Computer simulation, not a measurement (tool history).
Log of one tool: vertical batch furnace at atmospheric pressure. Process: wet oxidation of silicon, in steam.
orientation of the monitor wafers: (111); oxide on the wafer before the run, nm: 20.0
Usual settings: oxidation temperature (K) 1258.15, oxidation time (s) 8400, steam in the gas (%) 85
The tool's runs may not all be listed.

run	day	oxidation temperature (K)	oxidation time (s)	steam in the gas (%)	read-back reference wafer on the same gauge, thickness	oxide thickness on the monitor wafer (nm)
1	0	1258.15	8400	85	660.63	752.7
2	2.421	1258.15	8400	85	659.96	754.36
3	4.521	1258.15	8400	85	661.84	755.76
4	6.888	1258.15	8400	85	661.22	748.53
5	9.233	1258.15	8400	85	660.18	749.59
6	12.971	1258.15	8400	85	661.08	749.47
7	15.542	1258.15	8400	85	660.85	754.35
8	18.333	1258.15	8400	85	660.71	750.58
9	19.946	1258.15	8400	85	660.62	758.15
10	22.708	1258.15	8400	85	661.98	749.43
11	25.446	1258.15	8400	85	661.74	761.4
12	31.188	1258.15	8400	85	660.47	752.2
# day 32.342: steam generator serviced
13	35.588	1258.15	8400	85	660.62	756.63
14	39.646	1258.15	8400	85	661.45	750.67
15	41.642	1258.15	8400	85	662.6	757.73
16	43.529	1258.15	8400	85	661.25	754.54
# day 45.829: gauge calibrated
17	47.933	1258.15	8400	85	661.49	763.13
18	50.346	1258.15	8400	85	660.3	756.42
19	52.346	1258.15	11370	78	662.26	859.61
20	55.392	1281.15	12120	75	660.69	966.28
21	57.829	1244.15	8400	73	661.01	641.98
22	60.808	1258.15	12390	79	661.19	899.22
23	64.333	1278.15	5250	85	660.52	638.66
24	65.938	1258.15	8400	85	660.77	750.67
25	68.746	1275.15	7260	85	661.25	754.32
# day 70.496: thermocouples replaced and temperature profile calibrated
26	71.65	1258.15	4500	85	660.04	514.99
27	76.079	1242.15	4620	85	660.36	475.96
28	78.129	1240.15	8400	85	661.3	689.18
29	82.029	1258.15	8400	85	661.08	759.4
30	84.533	1258.15	8400	85	661.53	750.16
31	86.854	1258.15	10560	93	662.39	909.92
32	89.617	1246.15	7170	93	660.02	676.58
33	93.392	1258.15	8400	85	660.37	753.32
34	97.554	1236.15	12240	76	662.12	787.95

Forecast each of these 4 alternatives for the next run:
A	97.808	1258.15	8400	85	?	?
B	97.808	1269.15	11820	90	?	?
C	97.808	1258.15	12270	85	?	?
D	97.808	1258.15	11040	85	?	?

run	read-back reference wafer on the same gauge, thickness	oxide thickness on the monitor wafer (nm)
A	661.29	761.63
B	661.29	1010.14
C	661.29	949.78
D	661.29	893.56
Without the tool's hidden state the same runs would have given:
run	oxide thickness on the monitor wafer (nm)
A	761.63
B	1010.14
C	949.78
D	893.56
